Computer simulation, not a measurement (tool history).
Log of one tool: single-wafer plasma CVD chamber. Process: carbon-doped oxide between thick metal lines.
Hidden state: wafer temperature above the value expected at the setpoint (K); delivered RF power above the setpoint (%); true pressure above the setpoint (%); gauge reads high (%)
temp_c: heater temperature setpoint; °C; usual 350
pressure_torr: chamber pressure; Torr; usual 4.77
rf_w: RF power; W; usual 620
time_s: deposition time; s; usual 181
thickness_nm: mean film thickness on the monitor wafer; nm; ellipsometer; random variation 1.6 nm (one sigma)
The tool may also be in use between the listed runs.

run,hour,temp_c,pressure_torr,rf_w,time_s,wafers since the last listed run,hours since the last thermocouple change,hours since the last RF generator calibration,hours since the last manometer calibration,hours since the showerhead was replaced,hours since the gauge calibration,"read-back reference wafer on the same gauge, thickness_nm",thickness_nm
1,0.0,350,4.77,620,181,0,2585.3,924.8,2598.8,6614.6,241.5,1150.553,1073.468
2,30.4,355,4.77,620,181,339,2615.7,955.2,2629.2,6645.0,271.9,1149.695,1064.088
3,57.5,355,4.77,620,181,302,2642.8,982.3,2656.3,6672.1,299.0,1149.695,1060.909
4,77.5,350,4.77,620,181,223,2662.8,1002.3,2676.3,6692.1,319.0,1149.838,1071.241
5,93.6,350,4.77,620,181,179,2678.9,1018.4,2692.4,6708.2,335.1,1149.936,1072.101
6,105.7,350,4.77,620,181,135,2691.0,1030.5,2704.5,6720.3,347.2,1149.517,1071.038
7,128.9,350,4.77,620,181,259,2714.2,1053.7,2727.7,6743.5,370.4,1150.597,1070.849
8,170.6,343,4.77,620,201,465,2755.9,1095.4,2769.4,6785.2,412.1,1149.815,1209.741
9,196.5,343,4.77,620,201,289,2781.8,1121.3,2795.3,6811.1,438.0,1149.868,1207.718
10,217.4,343,4.77,620,201,233,2802.7,1142.2,2816.2,6832.0,458.9,1149.584,1208.604
# hour 311.4: RF generator calibrated
11,323.6,350,4.77,620,181,1097,2908.9,12.2,2922.4,6938.2,565.1,1149.837,1080.751
12,337.0,350,4.77,620,181,149,2922.3,25.6,2935.8,6951.6,578.5,1149.887,1082.228
13,369.1,350,4.77,620,181,358,2954.4,57.7,2967.9,6983.7,610.6,1149.590,1082.231
# hour 385.2: showerhead replaced
14,404.7,364,4.77,620,204,308,2990.0,93.3,3003.5,19.5,646.2,1149.346,1184.046
15,433.3,350,4.77,620,157,319,3018.6,121.9,3032.1,48.1,674.8,1149.379,937.456
16,447.3,350,4.77,620,181,156,3032.6,135.9,3046.1,62.1,688.8,1149.934,1083.259
17,480.3,357,4.77,620,181,368,3065.6,168.9,3079.1,95.1,721.8,1149.663,1066.288
# hour 516.6: gauge calibrated
# hour 516.7: capacitance manometer re-zeroed and calibrated
# hour 522.7: thermocouple changed; heater temperature recalibrated
18,523.2,345,3.90,620,165,322,0.5,211.8,6.5,138.0,6.6,1149.941,969.495
19,537.6,350,4.77,620,166,160,14.9,226.2,20.9,152.4,21.0,1149.748,992.896
20,570.6,343,4.77,545,181,368,47.9,259.2,53.9,185.4,54.0,1150.210,1028.452
21,597.7,350,3.87,620,181,302,75.0,286.3,81.0,212.5,81.1,1150.319,1050.341
22,620.8,350,4.77,620,181,258,98.1,309.4,104.1,235.6,104.2,1150.180,1081.403
23,641.5,350,4.77,620,181,231,118.8,330.1,124.8,256.3,124.9,1149.788,1083.931
24,664.1,357,5.61,620,181,252,141.4,352.7,147.4,278.9,147.5,1149.558,1088.206

3 ways to go on from here, each from the tool as it stands after run 24. What would each give?
A,664.6,350,4.77,620,151,5,141.9,353.2,147.9,279.4,148.0,?,?
B,664.6,358,3.78,620,190,5,141.9,353.2,147.9,279.4,148.0,?,?
C,664.6,350,5.68,620,181,5,141.9,353.2,147.9,279.4,148.0,?,?

run,"read-back reference wafer on the same gauge, thickness_nm",thickness_nm
A,1150.104,903.676
B,1150.104,1082.567
C,1150.104,1108.810
Without the tool's hidden state the same runs would have given:
run,thickness_nm
A,908.377
B,1088.199
C,1114.578

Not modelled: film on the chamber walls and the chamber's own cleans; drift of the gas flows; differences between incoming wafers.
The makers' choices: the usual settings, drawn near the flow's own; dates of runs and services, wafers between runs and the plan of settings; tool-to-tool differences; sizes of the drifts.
